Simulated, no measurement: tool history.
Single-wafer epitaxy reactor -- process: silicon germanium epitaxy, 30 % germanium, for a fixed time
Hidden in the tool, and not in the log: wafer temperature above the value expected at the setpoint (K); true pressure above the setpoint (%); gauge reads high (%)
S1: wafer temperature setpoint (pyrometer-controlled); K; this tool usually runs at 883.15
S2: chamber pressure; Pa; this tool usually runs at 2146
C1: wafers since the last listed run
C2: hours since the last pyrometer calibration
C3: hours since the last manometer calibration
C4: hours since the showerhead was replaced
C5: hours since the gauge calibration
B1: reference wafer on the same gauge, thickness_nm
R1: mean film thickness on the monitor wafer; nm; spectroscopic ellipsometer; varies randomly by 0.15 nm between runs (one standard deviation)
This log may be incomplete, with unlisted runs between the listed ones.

run,hour,S1,S2,C1,C2,C3,C4,C5,B1,R1
1,0,872.15,2146,0,1350.3,1371.8,5847.1,255.5,61.535,60.395
2,28.6,872.15,2146,610,1378.9,1400.4,5875.7,284.1,61.581,60.513
# hour 31.9: gauge calibrated
3,57.6,872.15,2146,618,1407.9,1429.4,5904.7,25.7,61.529,60.862
4,86.9,883.15,2146,625,1437.2,1458.7,5934,55,61.537,72.413
5,110.5,883.15,2146,503,1460.8,1482.3,5957.6,78.6,61.515,72.588
# hour 140.5: capacitance manometer re-zeroed and calibrated
6,141,883.15,2146,479,1491.3,0.5,5988.1,109.1,61.571,70.321
7,153.4,883.15,2146,264,1503.7,12.9,6000.5,121.5,61.548,70.862
8,175.8,883.15,2146,477,1526.1,35.3,6022.9,143.9,61.497,70.85
9,201.4,883.15,2146,546,1551.7,60.9,6048.5,169.5,61.451,71.102
10,229.8,897.15,2146,605,1580.1,89.3,6076.9,197.9,61.524,88.711
# hour 266.5: pyrometer calibrated
11,267,883.15,2146,622,0.5,126.5,6114.1,235.1,61.518,66.318
# hour 277.5: showerhead replaced
# hour 292.4: gauge calibrated
12,292.9,883.15,2146,381,26.4,152.4,15.4,0.5,61.45,66.631
13,319.7,883.15,2640,571,53.2,179.2,42.2,27.3,61.518,72.464
14,336.3,879.15,1707,354,69.8,195.8,58.8,43.9,61.472,56.659
15,395.6,883.15,2000,1264,129.1,255.1,118.1,103.2,61.483,64.798
16,418.4,883.15,2666,486,151.9,277.9,140.9,126,61.503,73.516

What does the tool deliver on the next run?
17,442.6,870.15,1787,516,176.1,302.1,165.1,150.2,?,?

B1: 61.49
R1: 50.337 nm
Minus the tool's unlogged condition, the same run would have read R1 49.819 nm.
